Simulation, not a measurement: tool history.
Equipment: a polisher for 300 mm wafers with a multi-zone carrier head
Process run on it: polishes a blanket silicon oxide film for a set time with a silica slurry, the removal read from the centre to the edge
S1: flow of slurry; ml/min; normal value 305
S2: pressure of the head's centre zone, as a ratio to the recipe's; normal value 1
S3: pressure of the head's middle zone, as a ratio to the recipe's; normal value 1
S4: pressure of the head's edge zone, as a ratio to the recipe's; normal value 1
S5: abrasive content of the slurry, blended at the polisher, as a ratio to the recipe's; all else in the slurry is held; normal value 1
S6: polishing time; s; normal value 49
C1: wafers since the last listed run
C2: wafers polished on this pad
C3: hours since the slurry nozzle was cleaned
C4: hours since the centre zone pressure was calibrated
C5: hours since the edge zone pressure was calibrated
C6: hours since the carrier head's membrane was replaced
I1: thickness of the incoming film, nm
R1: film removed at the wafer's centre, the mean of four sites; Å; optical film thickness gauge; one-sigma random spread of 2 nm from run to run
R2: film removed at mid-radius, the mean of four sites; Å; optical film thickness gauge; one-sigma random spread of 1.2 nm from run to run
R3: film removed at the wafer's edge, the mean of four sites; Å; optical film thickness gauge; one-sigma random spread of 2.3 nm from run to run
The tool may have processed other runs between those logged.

Run 1, hour 0: usual settings; C1 0; C2 53; C3 630.6; C4 364.9; C5 850; C6 1068.8; I1 1152.2. Result: R1 1861 Å, R2 1808 Å, R3 1741 Å.
At hour 50.3: slurry nozzle cleaned.
Run 2, hour 69.7: usual settings but S4 0.91; C1 597; C2 650; C3 19.4; C4 434.6; C5 919.7; C6 1138.5; I1 1154.3. Result: R1 1799 Å, R2 1768 Å, R3 1701 Å.
Run 3, hour 121.2: usual settings but S4 0.91; C1 447; C2 1098; C3 70.9; C4 486.1; C5 971.2; C6 1190; I1 1150.1. Result: R1 1772 Å, R2 1747 Å, R3 1652 Å.
Run 4, hour 177.3: usual settings; C1 487; C2 1586; C3 127; C4 542.2; C5 1027.3; C6 1246.1; I1 1128.9. Result: R1 1773 Å, R2 1717 Å, R3 1729 Å.
Run 5, hour 206.3: usual settings but S4 1.07; C1 252; C2 1838; C3 156; C4 571.2; C5 1056.3; C6 1275.1; I1 1170.6. Result: R1 1747 Å, R2 1709 Å, R3 1727 Å.
At hour 233.5: carrier head's membrane replaced by a new one.
Run 6, hour 273.5: usual settings but S4 0.9; C1 540; C2 2378; C3 223.2; C4 638.4; C5 1123.5; C6 40; I1 1136.5. Result: R1 1714 Å, R2 1673 Å, R3 1608 Å.
Run 7, hour 340.1: usual settings; C1 578; C2 2957; C3 289.8; C4 705; C5 1190.1; C6 106.6; I1 1168.6. Result: R1 1701 Å, R2 1663 Å, R3 1612 Å.
At hour 390.5: worn pad replaced by a new one.
Run 8, hour 398.3: usual settings but S1 255 ml/min, S2 1.04, S5 0.8, S6 39 s; C1 471; C2 67; C3 348; C4 763.2; C5 1248.3; C6 164.8; I1 1134.5. Result: R1 1350 Å, R2 1261 Å, R3 1246 Å.
Run 9, hour 463.5: usual settings; C1 566; C2 634; C3 413.2; C4 828.4; C5 1313.5; C6 230; I1 1146.1. Result: R1 1830 Å, R2 1766 Å, R3 1771 Å.
Run 10, hour 512.1: usual settings but S1 350 ml/min, S2 1.05, S5 0.7, S6 60 s; C1 422; C2 1056; C3 461.8; C4 877; C5 1362.1; C6 278.6; I1 1171.6. Result: R1 1881 Å, R2 1796 Å, R3 1763 Å.
At hour 521.3: centre zone pressure recalibrated.
Run 11, hour 559: usual settings but S3 1.05, S5 0.85; C1 390; C2 1447; C3 508.7; C4 37.7; C5 1409; C6 325.5; I1 1138.4. Result: R1 1624 Å, R2 1688 Å, R3 1583 Å.
Run 12, hour 608.2: usual settings but S2 1.11; C1 427; C2 1874; C3 557.9; C4 86.9; C5 1458.2; C6 374.7; I1 1150.7. Result: R1 1936 Å, R2 1697 Å, R3 1684 Å.
Run 13, hour 638.6: usual settings but S3 0.96; C1 264; C2 2138; C3 588.3; C4 117.3; C5 1488.6; C6 405.1; I1 1168. Result: R1 1764 Å, R2 1631 Å, R3 1683 Å.
Run 14, hour 671.7: usual settings but S1 345 ml/min, S6 61 s; C1 287; C2 2426; C3 621.4; C4 150.4; C5 1521.7; C6 438.2; I1 1150.2. Result: R1 2167 Å, R2 2131 Å, R3 2037 Å.
At hour 692.7: edge zone pressure recalibrated.
At hour 717.1: slurry nozzle cleaned.
Run 15, hour 737.3: usual settings but S3 1.04, S4 0.95, S5 0.85; C1 544; C2 2970; C3 20.2; C4 216; C5 44.6; C6 503.8; I1 1137.8. Result: R1 1560 Å, R2 1557 Å, R3 1476 Å.
At hour 779.7: worn pad replaced by a new one.
Run 16, hour 784.5: usual settings; C1 375; C2 41; C3 67.4; C4 263.2; C5 91.8; C6 551; I1 1168.6. Result: R1 1852 Å, R2 1790 Å, R3 1791 Å.
Run 17, hour 826.2: usual settings but S1 360 ml/min; C1 362; C2 404; C3 109.1; C4 304.9; C5 133.5; C6 592.7; I1 1162.9. Result: R1 1859 Å, R2 1809 Å, R3 1807 Å.
Run 18, hour 864.5: usual settings; C1 332; C2 737; C3 147.4; C4 343.2; C5 171.8; C6 631; I1 1155.1. Result: R1 1802 Å, R2 1766 Å, R3 1777 Å.
Run 19, hour 906: usual settings but S6 60 s; C1 360; C2 1098; C3 188.9; C4 384.7; C5 213.3; C6 672.5; I1 1160.5. Result: R1 2170 Å, R2 2136 Å, R3 2106 Å.
Run 20, hour 974.8: usual settings but S1 220 ml/min, S2 1.12, S4 1.04, S5 1.2; C1 598; C2 1696; C3 257.7; C4 453.5; C5 282.1; C6 741.3; I1 1162.8. Result: R1 2070 Å, R2 1837 Å, R3 1823 Å.
Run 21, hour 1043.8: usual settings; C1 599; C2 2295; C3 326.7; C4 522.5; C5 351.1; C6 810.3; I1 1147.7. Result: R1 1743 Å, R2 1684 Å, R3 1691 Å.
At hour 1102.7: worn pad replaced by a new one.
Run 22, hour 1112.4: usual settings but S1 360 ml/min, S6 36 s; C1 561; C2 84; C3 395.3; C4 591.1; C5 419.7; C6 878.9; I1 1148.2. Result: R1 1389 Å, R2 1323 Å, R3 1329 Å.

Alternative continuations, all from the tool just after run 22; predict every row:
Run A, hour 1112.8: usual settings; C1 3; C2 87; C3 395.7; C4 591.5; C5 420.1; C6 879.3; I1 1142.6. Result: R1 ?, R2 ?, R3 ?.
Run B, hour 1112.8: usual settings but S3 1.05, S4 0.91; C1 3; C2 87; C3 395.7; C4 591.5; C5 420.1; C6 879.3; I1 1142.6. Result: R1 ?, R2 ?, R3 ?.
Run C, hour 1112.8: usual settings but S5 1.25; C1 3; C2 87; C3 395.7; C4 591.5; C5 420.1; C6 879.3; I1 1142.6. Result: R1 ?, R2 ?, R3 ?.

run    R1    R2    R3
  A  1834  1791  1769
  B  1835  1867  1691
  C  2025  1977  1952
The same runs, with their run-to-run variation unchanged, on a tool lacking any hidden condition would have given:
run    R1    R2    R3
  A  1842  1799  1776
  B  1842  1875  1698
  C  2033  1985  1960
